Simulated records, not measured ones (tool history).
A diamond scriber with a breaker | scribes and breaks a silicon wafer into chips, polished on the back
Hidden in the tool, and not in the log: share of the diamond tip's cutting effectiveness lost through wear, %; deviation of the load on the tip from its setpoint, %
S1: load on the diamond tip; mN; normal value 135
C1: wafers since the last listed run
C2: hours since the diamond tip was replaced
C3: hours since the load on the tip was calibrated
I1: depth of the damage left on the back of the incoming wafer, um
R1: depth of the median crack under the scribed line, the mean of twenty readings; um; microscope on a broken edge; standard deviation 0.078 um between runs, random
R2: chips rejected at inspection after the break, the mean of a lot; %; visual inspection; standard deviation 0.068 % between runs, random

run 1 hour=0.0 | S1=119 | C1=0 C2=273.2 C3=478.8 | I1=0.05 | R1=7.92 R2=1.80
run 2 hour=13.7 | S1=119 | C1=48 C2=286.9 C3=492.5 | I1=0.05 | R1=7.74 R2=1.78
run 3 hour=23.0 | S1=119 | C1=32 C2=296.2 C3=501.8 | I1=0.04 | R1=7.75 R2=1.87
run 4 hour=31.3 | S1=106 | C1=29 C2=304.5 C3=510.1 | I1=0.02 | R1=6.87 R2=5.14
run 5 hour=43.3 | S1=135 | C1=42 C2=316.5 C3=522.1 | I1=0.01 | R1=9.14 R2=2.91
run 6 hour=55.6 | S1=135 | C1=43 C2=328.8 C3=534.4 | I1=0.03 | R1=9.03 R2=3.03
run 7 hour=65.8 | S1=124 | C1=36 C2=339.0 C3=544.6 | I1=0.04 | R1=8.20 R2=1.57
run 8 hour=86.6 | S1=124 | C1=73 C2=359.8 C3=565.4 | I1=0.03 | R1=8.41 R2=1.54
run 9 hour=97.0 | S1=165 | C1=36 C2=370.2 C3=575.8 | I1=0.04 | R1=11.23 R2=12.81
run 10 hour=105.9 | S1=165 | C1=31 C2=379.1 C3=584.7 | I1=0.03 | R1=10.98 R2=12.04
run 11 hour=121.7 | S1=165 | C1=56 C2=394.9 C3=600.5 | I1=0.04 | R1=11.28 R2=11.89
run 12 hour=136.0 | S1=135 | C1=50 C2=409.2 C3=614.8 | I1=0.02 | R1=9.26 R2=3.49
run 13 hour=148.0 | S1=135 | C1=42 C2=421.2 C3=626.8 | I1=0.02 | R1=9.52 R2=3.34
run 14 hour=165.3 | S1=135 | C1=61 C2=438.5 C3=644.1 | I1=0.02 | R1=9.46 R2=3.58
-- hour=175.8 load on the tip recalibrated
run 15 hour=177.9 | S1=135 | C1=37 C2=451.1 C3=2.1 | I1=0.02 | R1=8.09 R2=1.57
run 16 hour=188.7 | S1=135 | C1=38 C2=461.9 C3=12.9 | I1=0.02 | R1=8.17 R2=1.72
run 17 hour=195.8 | S1=135 | C1=25 C2=469.0 C3=20.0 | I1=0.02 | R1=8.14 R2=1.69
run 18 hour=213.0 | S1=135 | C1=60 C2=486.2 C3=37.2 | I1=0.01 | R1=8.10 R2=1.69
run 19 hour=224.7 | S1=135 | C1=41 C2=497.9 C3=48.9 | I1=0.04 | R1=8.09 R2=1.61
run 20 hour=234.3 | S1=102 | C1=34 C2=507.5 C3=58.5 | I1=0.03 | R1=5.96 R2=12.44
run 21 hour=244.0 | S1=161 | C1=34 C2=517.2 C3=68.2 | I1=0.05 | R1=9.71 R2=5.18
run 22 hour=258.4 | S1=146 | C1=51 C2=531.6 C3=82.6 | I1=0.04 | R1=8.85 R2=2.38
run 23 hour=273.3 | S1=101 | C1=52 C2=546.5 C3=97.5 | I1=0.03 | R1=5.81 R2=13.10
run 24 hour=282.5 | S1=170 | C1=32 C2=555.7 C3=106.7 | I1=0.04 | R1=10.37 R2=7.25
run 25 hour=293.7 | S1=135 | C1=39 C2=566.9 C3=117.9 | I1=0.05 | R1=8.28 R2=1.60
run 26 hour=301.9 | S1=135 | C1=29 C2=575.1 C3=126.1 | I1=0.02 | R1=8.20 R2=1.63
run 27 hour=310.2 | S1=153 | C1=29 C2=583.4 C3=134.4 | I1=0.01 | R1=9.28 R2=3.40
-- hour=314.8 diamond tip replaced by a new one
run 28 hour=317.8 | S1=135 | C1=19 C2=3.0 C3=142.0 | I1=0.02 | R1=8.16 R2=1.54
run 29 hour=324.0 | S1=107 | C1=21 C2=9.2 C3=148.2 | I1=0.05 | R1=6.31 R2=8.53
run 30 hour=339.0 | S1=113 | C1=53 C2=24.2 C3=163.2 | I1=0.04 | R1=6.73 R2=5.68
run 31 hour=350.1 | S1=149 | C1=39 C2=35.3 C3=174.3 | I1=0.03 | R1=8.99 R2=2.77
run 32 hour=364.0 | S1=148 | C1=49 C2=49.2 C3=188.2 | I1=0.05 | R1=9.03 R2=2.61
run 33 hour=373.5 | S1=135 | C1=33 C2=58.7 C3=197.7 | I1=0.03 | R1=8.16 R2=1.58
run 34 hour=381.6 | S1=135 | C1=28 C2=66.8 C3=205.8 | I1=0.05 | R1=8.13 R2=1.65
run 35 hour=398.3 | S1=110 | C1=59 C2=83.5 C3=222.5 | I1=0.02 | R1=6.58 R2=6.53
run 36 hour=412.2 | S1=108 | C1=49 C2=97.4 C3=236.4 | I1=0.04 | R1=6.46 R2=7.89
run 37 hour=425.2 | S1=110 | C1=46 C2=110.4 C3=249.4 | I1=0.05 | R1=6.51 R2=6.75

Consider 5 possible next runs. They are alternatives, not a sequence: every one starts from the tool as it was left by run 37. What does each give?
run A hour=425.7 | S1=135 | C1=1 C2=110.9 C3=249.9 | I1=0.01 | R1=? R2=?
run B hour=425.7 | S1=162 | C1=1 C2=110.9 C3=249.9 | I1=0.01 | R1=? R2=?
run C hour=425.7 | S1=154 | C1=1 C2=110.9 C3=249.9 | I1=0.01 | R1=? R2=?
run D hour=425.7 | S1=169 | C1=1 C2=110.9 C3=249.9 | I1=0.01 | R1=? R2=?
run E hour=425.7 | S1=118 | C1=1 C2=110.9 C3=249.9 | I1=0.01 | R1=? R2=?

run=A R1=8.26 R2=1.69
run=B R1=9.92 R2=6.03
run=C R1=9.45 R2=4.17
run=D R1=10.33 R2=7.91
run=E R1=7.13 R2=3.52
What these runs would have given with no unlogged condition in the tool:
run=A R1=8.12 R2=1.65
run=B R1=9.75 R2=5.31
run=C R1=9.28 R2=3.63
run=D R1=10.15 R2=7.05
run=E R1=7.00 R2=4.06
